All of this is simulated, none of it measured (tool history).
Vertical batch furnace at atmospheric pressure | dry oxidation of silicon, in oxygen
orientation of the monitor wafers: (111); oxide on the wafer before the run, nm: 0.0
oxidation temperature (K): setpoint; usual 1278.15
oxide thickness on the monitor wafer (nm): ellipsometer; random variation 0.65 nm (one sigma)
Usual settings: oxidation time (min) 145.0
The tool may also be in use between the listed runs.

run	day	oxidation temperature (K)	oxidation time (min)	wafers since the last listed run	hours since the last temperature calibration	hours since the boat lift was adjusted	hours since the gauge calibration	read-back reference wafer on the same gauge, thickness	oxide thickness on the monitor wafer (nm)
1	0.000	1265.15	145.0	0	2736.7	1861.0	281.0	122.72	115.45
2	0.962	1265.15	145.0	177	2759.8	1884.1	304.1	122.94	113.71
3	2.104	1265.15	145.0	210	2787.2	1911.5	331.5	123.11	114.54
4	3.138	1278.15	145.0	190	2812.0	1936.3	356.3	123.20	125.25
5	4.308	1288.15	170.5	216	2840.1	1964.4	384.4	122.70	148.63
6	4.742	1288.15	170.5	79	2850.5	1974.8	394.8	122.90	148.83
7	5.738	1278.15	145.0	183	2874.4	1998.7	418.7	122.93	126.25
# day 6.033: gauge calibrated
8	6.479	1278.15	145.0	136	2892.2	2016.5	10.7	123.13	125.82
9	7.629	1257.15	101.0	212	2919.8	2044.1	38.3	122.92	86.01
# day 9.096: boat lift adjusted
# day 9.646: thermocouples replaced and temperature profile calibrated
10	9.667	1270.15	73.5	89	0.5	13.7	87.2	122.85	76.65
11	9.962	1278.15	145.0	54	7.6	20.8	94.3	123.03	125.78
12	10.446	1288.15	170.5	89	19.2	32.4	105.9	122.93	149.46
13	11.212	1293.15	182.5	141	37.6	50.8	124.3	122.78	159.48
14	13.683	1261.15	95.0	456	96.9	110.1	183.6	123.17	85.24
15	14.554	1278.15	111.5	160	117.8	131.0	204.5	122.93	107.30
16	15.792	1278.15	202.0	228	147.5	160.7	234.2	122.77	154.78

The tool's hidden state at each run:
true tube temperature minus thermocouple reading, K: 0 in every run
monitor wafer colder than the profiled boat position, K: 0 in every run
gauge reads high (%): 0 in every run

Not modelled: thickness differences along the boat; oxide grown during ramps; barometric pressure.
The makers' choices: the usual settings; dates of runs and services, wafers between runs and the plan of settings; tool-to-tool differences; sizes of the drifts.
